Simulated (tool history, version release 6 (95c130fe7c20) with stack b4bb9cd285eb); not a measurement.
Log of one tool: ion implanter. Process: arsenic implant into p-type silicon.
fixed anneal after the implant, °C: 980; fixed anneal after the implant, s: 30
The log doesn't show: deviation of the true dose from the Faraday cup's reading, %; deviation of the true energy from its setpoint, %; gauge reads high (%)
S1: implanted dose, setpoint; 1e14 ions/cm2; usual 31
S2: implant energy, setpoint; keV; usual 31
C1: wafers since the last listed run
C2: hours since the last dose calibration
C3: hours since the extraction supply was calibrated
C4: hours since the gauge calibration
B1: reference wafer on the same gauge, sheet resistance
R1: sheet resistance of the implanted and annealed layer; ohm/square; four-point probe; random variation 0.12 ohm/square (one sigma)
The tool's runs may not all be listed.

{"run": 1, "hour": 0.0, "S1": 31, "S2": 35.5, "C1": 0, "C2": 1590.8, "C3": 5187.3, "C4": 275.4, "B1": 70.94, "R1": 73.65}
{"run": 2, "hour": 23.4, "S1": 31, "S2": 31, "C1": 340, "C2": 1614.2, "C3": 5210.7, "C4": 298.8, "B1": 70.84, "R1": 78.49}
{"run": 3, "hour": 51.3, "S1": 31, "S2": 31, "C1": 406, "C2": 1642.1, "C3": 5238.6, "C4": 326.7, "B1": 70.87, "R1": 78.71}
{"run": 4, "hour": 66.5, "S1": 31, "S2": 31, "C1": 221, "C2": 1657.3, "C3": 5253.8, "C4": 341.9, "B1": 70.94, "R1": 78.54}
{"run": 5, "hour": 92.9, "S1": 32.95, "S2": 31, "C1": 384, "C2": 1683.7, "C3": 5280.2, "C4": 368.3, "B1": 70.9, "R1": 77.89}
{"run": 6, "hour": 120.0, "S1": 31, "S2": 31, "C1": 394, "C2": 1710.8, "C3": 5307.3, "C4": 395.4, "B1": 70.91, "R1": 78.74}
{"run": 7, "hour": 143.4, "S1": 31, "S2": 31, "C1": 340, "C2": 1734.2, "C3": 5330.7, "C4": 418.8, "B1": 70.89, "R1": 78.8}
{"run": 8, "hour": 159.6, "S1": 23.8, "S2": 31, "C1": 235, "C2": 1750.4, "C3": 5346.9, "C4": 435, "B1": 70.9, "R1": 81.39}
{"run": 9, "hour": 188.5, "S1": 23.8, "S2": 31, "C1": 420, "C2": 1779.3, "C3": 5375.8, "C4": 463.9, "B1": 70.92, "R1": 81.13}
{"run": 10, "hour": 203.9, "S1": 23.8, "S2": 31, "C1": 224, "C2": 1794.7, "C3": 5391.2, "C4": 479.3, "B1": 70.88, "R1": 81.36}
{"hour": 215.2, "done": "Faraday cup replaced and dose calibrated"}
{"run": 11, "hour": 232.7, "S1": 31, "S2": 28.5, "C1": 302, "C2": 17.5, "C3": 5420, "C4": 508.1, "B1": 70.9, "R1": 81.71}
{"run": 12, "hour": 253.6, "S1": 31, "S2": 31, "C1": 304, "C2": 38.4, "C3": 5440.9, "C4": 529, "B1": 70.91, "R1": 78.62}
{"run": 13, "hour": 274.2, "S1": 26.72, "S2": 31, "C1": 299, "C2": 59, "C3": 5461.5, "C4": 549.6, "B1": 70.9, "R1": 79.96}
{"run": 14, "hour": 294.4, "S1": 23.1, "S2": 24, "C1": 294, "C2": 79.2, "C3": 5481.7, "C4": 569.8, "B1": 70.93, "R1": 91.03}
{"hour": 302.8, "done": "extraction supply calibrated"}
{"run": 15, "hour": 307.8, "S1": 33.74, "S2": 31, "C1": 78, "C2": 92.6, "C3": 5, "C4": 583.2, "B1": 70.9, "R1": 77.64}
{"hour": 319.5, "done": "gauge calibrated"}
{"run": 16, "hour": 330.2, "S1": 31, "S2": 31, "C1": 326, "C2": 115, "C3": 27.4, "C4": 10.7, "B1": 70.92, "R1": 78.69}
{"run": 17, "hour": 342.6, "S1": 23.1, "S2": 31, "C1": 180, "C2": 127.4, "C3": 39.8, "C4": 23.1, "B1": 70.91, "R1": 81.5}
{"run": 18, "hour": 378.3, "S1": 26.65, "S2": 26.5, "C1": 519, "C2": 163.1, "C3": 75.5, "C4": 58.8, "B1": 70.9, "R1": 85.83}
{"run": 19, "hour": 409.2, "S1": 35.37, "S2": 27.5, "C1": 449, "C2": 194, "C3": 106.4, "C4": 89.7, "B1": 70.88, "R1": 82.11}
{"run": 20, "hour": 480.9, "S1": 31, "S2": 31, "C1": 1044, "C2": 265.7, "C3": 178.1, "C4": 161.4, "B1": 70.89, "R1": 78.67}
{"run": 21, "hour": 505.2, "S1": 26.58, "S2": 23, "C1": 353, "C2": 290, "C3": 202.4, "C4": 185.7, "B1": 70.93, "R1": 91.43}
{"run": 22, "hour": 521.1, "S1": 31, "S2": 31, "C1": 231, "C2": 305.9, "C3": 218.3, "C4": 201.6, "B1": 70.89, "R1": 78.41}
{"run": 23, "hour": 537.9, "S1": 35.21, "S2": 23.5, "C1": 244, "C2": 322.7, "C3": 235.1, "C4": 218.4, "B1": 70.9, "R1": 87.77}

4 ways to go on from here, each from the tool as it stands after run 23. What would each give?
{"run": "A", "hour": 538.3, "S1": 33.49, "S2": 31, "C1": 5, "C2": 323.1, "C3": 235.5, "C4": 218.8, "B1": "?", "R1": "?"}
{"run": "B", "hour": 538.3, "S1": 26.27, "S2": 41, "C1": 5, "C2": 323.1, "C3": 235.5, "C4": 218.8, "B1": "?", "R1": "?"}
{"run": "C", "hour": 538.3, "S1": 31, "S2": 26, "C1": 5, "C2": 323.1, "C3": 235.5, "C4": 218.8, "B1": "?", "R1": "?"}
{"run": "D", "hour": 538.3, "S1": 25.47, "S2": 31, "C1": 5, "C2": 323.1, "C3": 235.5, "C4": 218.8, "B1": "?", "R1": "?"}

run=A B1=70.9 R1=78.03
run=B B1=70.9 R1=70.06
run=C B1=70.9 R1=85.4
run=D B1=70.9 R1=80.48
Without the tool's hidden state the same runs would have given:
run=A R1=78.03
run=B R1=70.06
run=C R1=85.4
run=D R1=80.48
